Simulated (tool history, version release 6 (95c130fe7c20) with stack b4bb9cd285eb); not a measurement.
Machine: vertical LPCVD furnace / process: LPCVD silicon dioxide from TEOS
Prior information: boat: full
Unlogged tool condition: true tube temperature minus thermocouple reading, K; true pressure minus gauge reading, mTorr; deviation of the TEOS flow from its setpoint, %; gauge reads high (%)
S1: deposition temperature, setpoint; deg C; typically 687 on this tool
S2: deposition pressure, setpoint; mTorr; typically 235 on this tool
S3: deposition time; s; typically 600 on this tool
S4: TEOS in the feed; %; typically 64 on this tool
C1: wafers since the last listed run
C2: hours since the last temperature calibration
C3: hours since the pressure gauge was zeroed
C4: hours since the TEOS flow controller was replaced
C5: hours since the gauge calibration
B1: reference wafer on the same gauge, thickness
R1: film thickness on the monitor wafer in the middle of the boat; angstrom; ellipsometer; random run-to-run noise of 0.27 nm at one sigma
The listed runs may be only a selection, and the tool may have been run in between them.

run    hour   S1   S2   S3  S4    C1      C2      C3      C4      C5     B1     R1
  1     0.0  687  235  600  64     0  3241.2  2675.3  1654.8  1697.6  51.77  497.6
  2    91.2  687  235  600  64  1519  3332.4  2766.5  1746.0  1788.8  51.72  501.1
  3   147.7  687  235  600  64   941  3388.9  2823.0  1802.5  1845.3  51.84  492.5
  4   215.1  687  235  600  64  1123  3456.3  2890.4  1869.9  1912.7  51.79  498.2
  5   267.4  687  235  600  64   871  3508.6  2942.7  1922.2  1965.0  51.77  498.2
  6   331.8  687  235  600  64  1073  3573.0  3007.1  1986.6  2029.4  51.80  496.1
  7   388.5  687  235  600  64   944  3629.7  3063.8  2043.3  2086.1  51.80  500.8
  8   495.1  678  235  600  58  1776  3736.3  3170.4  2149.9  2192.7  51.80  380.5
      562.3  -- thermocouples replaced and temperature profile calibrated
  9   603.0  678  235  600  58  1398    40.7  3278.3  2257.8  2300.6  51.80  382.6
      638.5  -- gauge calibrated
 10   697.1  678  235  600  58  1567   134.8  3372.4  2351.9    58.6  51.84  382.4
      744.7  -- pressure gauge zeroed
 11   747.5  687  235  600  64   439   185.2     2.8  2402.3   109.0  51.81  504.8
 12   826.9  687  235  600  64  1323   264.6    82.2  2481.7   188.4  51.76  493.7
 13   893.7  687  235  600  64  1113   331.4   149.0  2548.5   255.2  51.87  501.4
 14   959.7  694  265  720  58  1099   397.4   215.0  2614.5   321.2  51.85  724.2
 15   998.2  679  235  450  64   641   435.9   253.5  2653.0   359.7  51.83  308.0
 16  1098.8  699  235  780  54  1676   536.5   354.1  2753.6   460.3  51.84  785.0
 17  1137.8  687  235  600  64   649   575.5   393.1  2792.6   499.3  51.78  500.5
 18  1183.6  687  290  510  64   763   621.3   438.9  2838.4   545.1  51.80  468.0
     1407.7  -- TEOS flow controller replaced
 19  1484.7  687  290  600  64  4617   922.4   740.0    77.0   846.2  51.82  548.7
 20  1569.0  694  235  690  64  1404  1006.7   824.3   161.3   930.5  51.82  682.2
 21  1641.4  687  235  600  64  1206  1079.1   896.7   233.7  1002.9  51.80  500.9
 22  1688.5  682  235  600  58   784  1126.2   943.8   280.8  1050.0  51.81  420.4
 23  1748.7  687  235  600  68  1003  1186.4  1004.0   341.0  1110.2  51.79  509.2
 24  1842.2  687  235  810  64  1557  1279.9  1097.5   434.5  1203.7  51.81  676.5
 25  1947.3  697  235  600  64  1751  1385.0  1202.6   539.6  1308.8  51.80  629.7
 26  2198.0  687  235  420  64  4177  1635.7  1453.3   790.3  1559.5  51.78  350.6
 27  2444.4  687  185  390  64  4105  1882.1  1699.7  1036.7  1805.9  51.76  287.9
 28  2483.6  692  235  600  64   653  1921.3  1738.9  1075.9  1845.1  51.82  563.9
 29  2558.7  687  235  600  64  1251  1996.4  1814.0  1151.0  1920.2  51.84  501.6
 30  2625.2  698  260  450  52  1108  2062.9  1880.5  1217.5  1986.7  51.85  462.1
 31  2732.8  687  205  600  54  1792  2170.5  1988.1  1325.1  2094.3  51.73  425.8
 32  2787.8  687  235  600  64   916  2225.5  2043.1  1380.1  2149.3  51.76  500.0

Branching from run 32: 3 alternative next runs. What would each branch give?
  A  2791.9  687  235  600  64  68  2229.6  2047.2  1384.2  2153.4   ?   ?
  B  2791.9  687  285  600  71  68  2229.6  2047.2  1384.2  2153.4   ?   ?
  C  2791.9  687  235  420  59  68  2229.6  2047.2  1384.2  2153.4   ?   ?

run     B1     R1
  A  51.79  503.0
  B  51.79  583.5
  C  51.79  338.1
Take away the tool's hidden state, keep each run's random variation, and the runs would have read:
run     R1
  A  503.0
  B  583.5
  C  338.1

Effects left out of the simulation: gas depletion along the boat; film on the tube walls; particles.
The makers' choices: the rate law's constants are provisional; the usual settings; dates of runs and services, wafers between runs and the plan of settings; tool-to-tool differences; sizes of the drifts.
